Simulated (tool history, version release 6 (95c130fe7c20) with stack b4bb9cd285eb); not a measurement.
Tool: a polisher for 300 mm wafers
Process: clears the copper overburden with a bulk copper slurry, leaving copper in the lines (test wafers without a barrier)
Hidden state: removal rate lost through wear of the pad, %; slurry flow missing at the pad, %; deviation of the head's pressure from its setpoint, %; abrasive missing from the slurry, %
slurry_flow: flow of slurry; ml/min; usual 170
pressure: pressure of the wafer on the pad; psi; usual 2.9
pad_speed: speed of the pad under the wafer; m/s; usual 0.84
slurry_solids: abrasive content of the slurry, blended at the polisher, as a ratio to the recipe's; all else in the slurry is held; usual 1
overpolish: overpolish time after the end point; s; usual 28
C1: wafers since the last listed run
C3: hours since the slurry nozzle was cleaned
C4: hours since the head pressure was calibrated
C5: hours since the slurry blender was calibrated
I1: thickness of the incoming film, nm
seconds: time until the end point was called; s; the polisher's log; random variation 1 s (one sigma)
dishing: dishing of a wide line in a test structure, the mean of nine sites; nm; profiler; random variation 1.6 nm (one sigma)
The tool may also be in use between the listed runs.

Run 1, hour 0: usual settings but overpolish 39 s; C1 0; wafers polished on this pad 2541; C3 87.6; C4 153.6; C5 359.7; I1 1097.1. Result: seconds 117.5 s, dishing 120.2 nm.
At hour 14.3: worn pad replaced by a new one.
Run 2, hour 48.5: usual settings but overpolish 39 s; C1 285; wafers polished on this pad 219; C3 136.1; C4 202.1; C5 408.2; I1 1094.2. Result: seconds 117.1 s, dishing 122.8 nm.
Run 3, hour 94.2: usual settings but overpolish 39 s; C1 292; wafers polished on this pad 512; C3 181.8; C4 247.8; C5 453.9; I1 1113. Result: seconds 119.6 s, dishing 122.4 nm.
Run 4, hour 132.5: usual settings but pressure 2.6 psi; C1 245; wafers polished on this pad 757; C3 220.1; C4 286.1; C5 492.2; I1 1094.2. Result: seconds 132.7 s, dishing 101.7 nm.
At hour 140.4: slurry blender recalibrated.
Run 5, hour 170.8: usual settings; C1 232; wafers polished on this pad 990; C3 258.4; C4 324.4; C5 30.4; I1 1108.9. Result: seconds 116.3 s, dishing 107.6 nm.
Run 6, hour 234.3: usual settings; C1 407; wafers polished on this pad 1397; C3 321.9; C4 387.9; C5 93.9; I1 1073.9. Result: seconds 115 s, dishing 107.2 nm.
Run 7, hour 276.1: usual settings; C1 267; wafers polished on this pad 1665; C3 363.7; C4 429.7; C5 135.7; I1 1092. Result: seconds 117 s, dishing 109.1 nm.
Run 8, hour 377.5: usual settings but pressure 3.6 psi; C1 650; wafers polished on this pad 2315; C3 465.1; C4 531.1; C5 237.1; I1 1087.2. Result: seconds 93.6 s, dishing 119.1 nm.
At hour 414.4: slurry nozzle cleaned.
Run 9, hour 443.2: usual settings but pressure 3.6 psi; C1 414; wafers polished on this pad 2730; C3 28.8; C4 596.8; C5 302.8; I1 1089.8. Result: seconds 92.7 s, dishing 120.6 nm.
At hour 464.8: worn pad replaced by a new one.
Run 10, hour 531.1: usual settings but slurry_flow 125 ml/min; C1 537; wafers polished on this pad 424; C3 116.7; C4 684.7; C5 390.7; I1 1085.2. Result: seconds 123.3 s, dishing 106.9 nm.
At hour 600: slurry blender recalibrated.
Run 11, hour 613.7: usual settings but pad_speed 1.02 m/s, slurry_solids 0.9; C1 516; wafers polished on this pad 941; C3 199.3; C4 767.3; C5 13.7; I1 1095.5. Result: seconds 102.2 s, dishing 111.9 nm.
Run 12, hour 673: usual settings; C1 380; wafers polished on this pad 1321; C3 258.6; C4 826.6; C5 73; I1 1098.2. Result: seconds 116.8 s, dishing 105 nm.
Run 13, hour 737.7: usual settings; C1 414; wafers polished on this pad 1736; C3 323.3; C4 891.3; C5 137.7; I1 1102.1. Result: seconds 119.3 s, dishing 108.2 nm.
At hour 820.7: slurry nozzle cleaned.
Run 14, hour 862.5: usual settings but overpolish 19 s; C1 793; wafers polished on this pad 2529; C3 41.8; C4 1016.1; C5 262.5; I1 1098.8. Result: seconds 117.3 s, dishing 86.4 nm.
At hour 884.4: worn pad replaced by a new one.
Run 15, hour 907: usual settings but slurry_flow 205 ml/min, pressure 3.5 psi, pad_speed 1.1 m/s, slurry_solids 1.15; C1 259; wafers polished on this pad 145; C3 86.3; C4 1060.6; C5 307; I1 1102.7. Result: seconds 72.8 s, dishing 130.9 nm.
Run 16, hour 994: usual settings; C1 557; wafers polished on this pad 702; C3 173.3; C4 1147.6; C5 394; I1 1079. Result: seconds 116.4 s, dishing 107.8 nm.
At hour 1035.5: slurry blender recalibrated.
At hour 1051.1: head pressure recalibrated.
At hour 1211.1: slurry nozzle cleaned.
Run 17, hour 1215: usual settings but pad_speed 1.1 m/s, slurry_solids 0.8; C1 1384; wafers polished on this pad 2087; C3 3.9; C4 163.9; C5 179.5; I1 1106.6. Result: seconds 99.6 s, dishing 114.4 nm.
At hour 1357: worn pad replaced by a new one.
Run 18, hour 1373.2: usual settings; C1 988; wafers polished on this pad 103; C3 162.1; C4 322.1; C5 337.7; I1 1071.6. Result: seconds 114.6 s, dishing 106.5 nm.
Run 19, hour 1443.3: usual settings but slurry_flow 115 ml/min, pad_speed 1 m/s; C1 449; wafers polished on this pad 553; C3 232.2; C4 392.2; C5 407.8; I1 1090.5. Result: seconds 108.8 s, dishing 110.5 nm.
Run 20, hour 1510.1: usual settings but slurry_flow 125 ml/min, pressure 3.4 psi; C1 428; wafers polished on this pad 981; C3 299; C4 459; C5 474.6; I1 1077.5. Result: seconds 105.2 s, dishing 115.2 nm.
At hour 1536.2: slurry blender recalibrated.
Run 21, hour 1582.8: usual settings; C1 453; wafers polished on this pad 1434; C3 371.7; C4 531.7; C5 46.6; I1 1085.7. Result: seconds 114.8 s, dishing 107 nm.
At hour 1600.5: slurry nozzle cleaned.
Run 22, hour 1664.2: usual settings but pressure 3.3 psi; C1 515; wafers polished on this pad 1950; C3 63.7; C4 613.1; C5 128; I1 1095.8. Result: seconds 104.4 s, dishing 111.5 nm.
Run 23, hour 1719.4: usual settings but slurry_flow 140 ml/min, pressure 3.2 psi, pad_speed 0.62 m/s, slurry_solids 1.25; C1 353; wafers polished on this pad 2303; C3 118.9; C4 668.3; C5 183.2; I1 1098.3. Result: seconds 134.2 s, dishing 104.8 nm.
Run 24, hour 1809.5: usual settings but pad_speed 0.7 m/s, slurry_solids 1.25, overpolish 36 s; C1 577; wafers polished on this pad 2881; C3 209; C4 758.4; C5 273.3; I1 1088.9. Result: seconds 127.9 s, dishing 114.4 nm.
At hour 1853.2: worn pad replaced by a new one.
Run 25, hour 1885.8: usual settings but slurry_flow 195 ml/min, pad_speed 0.98 m/s, slurry_solids 0.8; C1 463; wafers polished on this pad 208; C3 285.3; C4 834.7; C5 349.6; I1 1098.3. Result: seconds 107.1 s, dishing 110.6 nm.
At hour 1932.8: slurry blender recalibrated.
Run 26, hour 1946.9: usual settings but slurry_flow 140 ml/min, pad_speed 1 m/s; C1 378; wafers polished on this pad 587; C3 346.4; C4 895.8; C5 14.1; I1 1096.3. Result: seconds 104.5 s, dishing 111.9 nm.
At hour 1983.8: slurry nozzle cleaned.
At hour 1992.5: head pressure recalibrated.
Run 27, hour 2017.5: usual settings but pad_speed 0.56 m/s, slurry_solids 0.75, overpolish 44 s; C1 433; wafers polished on this pad 1021; C3 33.7; C4 25; C5 84.7; I1 1110.5. Result: seconds 180.1 s, dishing 108.7 nm.
Run 28, hour 2097.9: usual settings but slurry_flow 215 ml/min; C1 515; wafers polished on this pad 1536; C3 114.1; C4 105.4; C5 165.1; I1 1095.5. Result: seconds 112.6 s, dishing 111.7 nm.

What the log doesn't show, run by run:
removal rate lost through wear of the pad, %: 0 in every run
slurry flow missing at the pad, %: 0 in every run
deviation of the head's pressure from its setpoint, %: 0 in every run
abrasive missing from the slurry, %: 0 in every run
